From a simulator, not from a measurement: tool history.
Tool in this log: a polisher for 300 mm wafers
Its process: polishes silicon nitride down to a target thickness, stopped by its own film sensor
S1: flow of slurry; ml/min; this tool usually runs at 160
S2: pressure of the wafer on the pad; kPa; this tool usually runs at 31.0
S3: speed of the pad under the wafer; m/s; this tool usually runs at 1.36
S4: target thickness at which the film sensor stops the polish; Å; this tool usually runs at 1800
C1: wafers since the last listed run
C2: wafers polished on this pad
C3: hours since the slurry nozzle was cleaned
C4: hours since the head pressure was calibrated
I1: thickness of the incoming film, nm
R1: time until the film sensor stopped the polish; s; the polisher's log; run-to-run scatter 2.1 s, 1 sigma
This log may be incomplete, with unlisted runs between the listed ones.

run 1 day=0.000 | S1=160 S2=31.0 S3=1.36 S4=1280 | C1=0 C2=1257 C3=165.2 C4=321.4 | I1=449.6 | R1=125.3
run 2 day=2.975 | S1=160 S2=31.0 S3=1.36 S4=1280 | C1=522 C2=1779 C3=236.6 C4=392.8 | I1=446.1 | R1=124.3
run 3 day=5.867 | S1=160 S2=24.1 S3=1.36 S4=1800 | C1=507 C2=2286 C3=306.0 C4=462.2 | I1=447.7 | R1=135.3
run 4 day=9.650 | S1=160 S2=24.1 S3=1.36 S4=1800 | C1=664 C2=2951 C3=396.8 C4=553.0 | I1=452.5 | R1=135.2
run 5 day=12.175 | S1=160 S2=24.1 S3=1.36 S4=1800 | C1=443 C2=3394 C3=457.4 C4=613.6 | I1=455.4 | R1=134.6
-- day=13.271 worn pad replaced by a new one
run 6 day=14.042 | S1=160 S2=31.0 S3=1.36 S4=1800 | C1=298 C2=135 C3=502.2 C4=658.4 | I1=440.9 | R1=97.6
run 7 day=16.896 | S1=160 S2=31.0 S3=1.36 S4=1800 | C1=500 C2=636 C3=570.7 C4=726.9 | I1=447.4 | R1=104.1
run 8 day=18.038 | S1=190 S2=31.0 S3=1.36 S4=1800 | C1=200 C2=836 C3=598.1 C4=754.3 | I1=450.7 | R1=101.2
-- day=18.329 slurry nozzle cleaned
run 9 day=25.996 | S1=160 S2=31.0 S3=1.06 S4=1800 | C1=1389 C2=2226 C3=184.0 C4=945.3 | I1=450.4 | R1=127.1
run 10 day=27.542 | S1=160 S2=31.0 S3=1.20 S4=1800 | C1=271 C2=2497 C3=221.1 C4=982.4 | I1=448.9 | R1=116.2
run 11 day=30.383 | S1=160 S2=31.0 S3=1.36 S4=1800 | C1=498 C2=2996 C3=289.3 C4=1050.6 | I1=449.7 | R1=101.4
run 12 day=32.238 | S1=160 S2=31.0 S3=1.36 S4=1800 | C1=325 C2=3322 C3=333.8 C4=1095.1 | I1=449.8 | R1=106.2
-- day=32.425 worn pad replaced by a new one
run 13 day=34.429 | S1=160 S2=31.0 S3=1.36 S4=1800 | C1=355 C2=351 C3=386.4 C4=1147.7 | I1=455.3 | R1=109.4
run 14 day=36.117 | S1=160 S2=34.5 S3=1.36 S4=1800 | C1=296 C2=647 C3=426.9 C4=1188.2 | I1=457.9 | R1=97.4
-- day=36.788 head pressure recalibrated
-- day=38.371 slurry nozzle cleaned
run 15 day=38.400 | S1=160 S2=31.0 S3=1.36 S4=1800 | C1=378 C2=1026 C3=0.7 C4=38.7 | I1=449.7 | R1=105.9
run 16 day=41.033 | S1=205 S2=31.0 S3=1.36 S4=1800 | C1=462 C2=1488 C3=63.9 C4=101.9 | I1=455.7 | R1=103.6
run 17 day=43.533 | S1=160 S2=31.0 S3=1.36 S4=2500 | C1=438 C2=1927 C3=123.9 C4=161.9 | I1=453.5 | R1=79.8
run 18 day=45.479 | S1=160 S2=31.0 S3=1.36 S4=1170 | C1=341 C2=2269 C3=170.6 C4=208.6 | I1=444.5 | R1=126.6
run 19 day=46.638 | S1=160 S2=34.5 S3=1.36 S4=1800 | C1=203 C2=2472 C3=198.4 C4=236.4 | I1=454.1 | R1=91.6
run 20 day=49.592 | S1=160 S2=31.0 S3=1.36 S4=1210 | C1=518 C2=2990 C3=269.3 C4=307.3 | I1=449.8 | R1=125.0
run 21 day=51.304 | S1=115 S2=31.0 S3=1.36 S4=1160 | C1=300 C2=3291 C3=310.4 C4=348.4 | I1=448.6 | R1=140.7
run 22 day=53.938 | S1=180 S2=21.4 S3=1.04 S4=2430 | C1=462 C2=3753 C3=373.6 C4=411.6 | I1=442.2 | R1=135.2
run 23 day=55.304 | S1=130 S2=34.5 S3=1.04 S4=2480 | C1=239 C2=3993 C3=406.4 C4=444.4 | I1=450.1 | R1=93.3
-- day=57.592 worn pad replaced by a new one
run 24 day=57.858 | S1=160 S2=31.0 S3=1.36 S4=1440 | C1=419 C2=46 C3=467.7 C4=505.7 | I1=443.1 | R1=115.5
run 25 day=59.429 | S1=120 S2=22.8 S3=1.36 S4=1800 | C1=275 C2=322 C3=505.4 C4=543.4 | I1=455.2 | R1=150.7
run 26 day=61.900 | S1=185 S2=40.0 S3=1.54 S4=950 | C1=433 C2=756 C3=564.7 C4=602.7 | I1=442.7 | R1=93.7
-- day=63.154 slurry nozzle cleaned
run 27 day=64.721 | S1=160 S2=21.4 S3=1.36 S4=2610 | C1=487 C2=1244 C3=37.6 C4=670.4 | I1=444.3 | R1=104.7
run 28 day=66.246 | S1=160 S2=41.4 S3=1.36 S4=1800 | C1=267 C2=1511 C3=74.2 C4=707.0 | I1=454.6 | R1=81.4
run 29 day=68.154 | S1=160 S2=31.0 S3=1.36 S4=1130 | C1=334 C2=1846 C3=120.0 C4=752.8 | I1=451.1 | R1=134.2
run 30 day=69.233 | S1=160 S2=31.0 S3=1.36 S4=1800 | C1=189 C2=2036 C3=145.9 C4=778.7 | I1=451.2 | R1=104.7
run 31 day=73.583 | S1=160 S2=31.0 S3=0.96 S4=1800 | C1=763 C2=2799 C3=250.3 C4=883.1 | I1=446.6 | R1=136.8
run 32 day=76.312 | S1=210 S2=24.1 S3=1.36 S4=1800 | C1=479 C2=3278 C3=315.8 C4=948.6 | I1=444.4 | R1=127.7
run 33 day=79.221 | S1=160 S2=31.0 S3=1.36 S4=1800 | C1=510 C2=3789 C3=385.6 C4=1018.4 | I1=458.8 | R1=110.2
-- day=80.254 worn pad replaced by a new one
run 34 day=80.725 | S1=160 S2=31.0 S3=1.36 S4=1800 | C1=234 C2=82 C3=421.7 C4=1054.5 | I1=459.5 | R1=107.2
-- day=82.821 slurry nozzle cleaned
run 35 day=83.338 | S1=160 S2=31.0 S3=1.36 S4=1800 | C1=451 C2=533 C3=12.4 C4=1117.2 | I1=449.9 | R1=101.5
run 36 day=84.646 | S1=160 S2=31.0 S3=1.36 S4=1800 | C1=229 C2=763 C3=43.8 C4=1148.6 | I1=458.1 | R1=106.9
run 37 day=87.112 | S1=160 S2=26.2 S3=1.36 S4=1800 | C1=432 C2=1196 C3=103.0 C4=1207.8 | I1=444.5 | R1=120.6
-- day=87.333 head pressure recalibrated
run 38 day=90.067 | S1=175 S2=27.6 S3=1.36 S4=1800 | C1=503 C2=1700 C3=173.9 C4=65.6 | I1=456.0 | R1=119.1

Consider 3 possible next runs. They are alternatives, not a sequence: every one starts from the tool as it was left by run 38. What does each give?
run A day=90.083 | S1=160 S2=31.0 S3=1.36 S4=1800 | C1=2 C2=1703 C3=174.3 C4=66.0 | I1=450.3 | R1=?
run B day=90.083 | S1=160 S2=35.9 S3=1.36 S4=2610 | C1=2 C2=1703 C3=174.3 C4=66.0 | I1=450.3 | R1=?
run C day=90.083 | S1=110 S2=31.0 S3=1.36 S4=1800 | C1=2 C2=1703 C3=174.3 C4=66.0 | I1=450.3 | R1=?

run=A R1=101.7
run=B R1=61.8
run=C R1=110.5
With the hidden condition removed and each run's random variation left untouched, the same runs would have given:
run=A R1=101.7
run=B R1=61.8
run=C R1=110.5
